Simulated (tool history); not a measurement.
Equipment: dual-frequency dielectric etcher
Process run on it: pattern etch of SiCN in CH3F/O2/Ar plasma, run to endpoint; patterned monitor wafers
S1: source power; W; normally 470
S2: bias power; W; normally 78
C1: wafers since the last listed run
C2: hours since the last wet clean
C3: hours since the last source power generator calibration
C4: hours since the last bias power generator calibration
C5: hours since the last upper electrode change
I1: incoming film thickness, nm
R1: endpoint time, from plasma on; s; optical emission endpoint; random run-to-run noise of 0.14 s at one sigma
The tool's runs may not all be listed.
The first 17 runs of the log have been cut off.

run,hour,S1,S2,C1,C2,C3,C4,C5,I1,R1
18,404.2,470,78,205,300.5,151.1,3190.7,4548,7.39,19.7
19,424.9,470,96,305,321.2,171.8,3211.4,4568.7,7.41,18.7
20,459.7,470,71,513,356,206.6,3246.2,4603.5,7.38,20.5
21,484.7,430,78,369,381,231.6,3271.2,4628.5,7.38,20.2
22,499.2,470,78,214,395.5,246.1,3285.7,4643,7.32,20.1
# hour 517.2: bias power generator calibrated
23,527.6,520,96,360,423.9,274.5,10.4,4671.4,7.37,18.3
# hour 573.1: wet clean of the chamber
24,573.6,540,86,324,0.5,320.5,56.4,4717.4,7.41,17.8
25,580.1,550,95,95,7,327,62.9,4723.9,7.4,17.3
# hour 606.9: upper electrode replaced
26,607.4,560,85,48,34.3,354.3,90.2,0.5,7.4,17.9
27,636.1,550,97,423,63,383,118.9,29.2,7.31,17
28,671.5,470,78,522,98.4,418.4,154.3,64.6,7.45,19.5
29,700.9,470,78,433,127.8,447.8,183.7,94,7.39,19.3
30,714.6,370,90,202,141.5,461.5,197.4,107.7,7.43,20.5
31,750.3,400,63,526,177.2,497.2,233.1,143.4,7.43,21.6
32,763.9,430,70,200,190.8,510.8,246.7,157,7.4,20.7
33,796,430,78,473,222.9,542.9,278.8,189.1,7.4,20
34,808.9,470,78,190,235.8,555.8,291.7,202,7.42,19.7
35,821.7,520,70,188,248.6,568.6,304.5,214.8,7.43,19.8

Here are 4 independent what-if runs from the current tool condition. What would each one return?
A,822.1,470,78,5,249,569,304.9,215.2,7.4,?
B,822.1,530,73,5,249,569,304.9,215.2,7.4,?
C,822.1,550,91,5,249,569,304.9,215.2,7.4,?
D,822.1,360,91,5,249,569,304.9,215.2,7.4,?

run,R1
A,19.7
B,19.3
C,18
D,20.5
Without the tool's unlogged condition, the same runs would have read:
run,R1
A,19.2
B,18.9
C,17.6
D,19.9
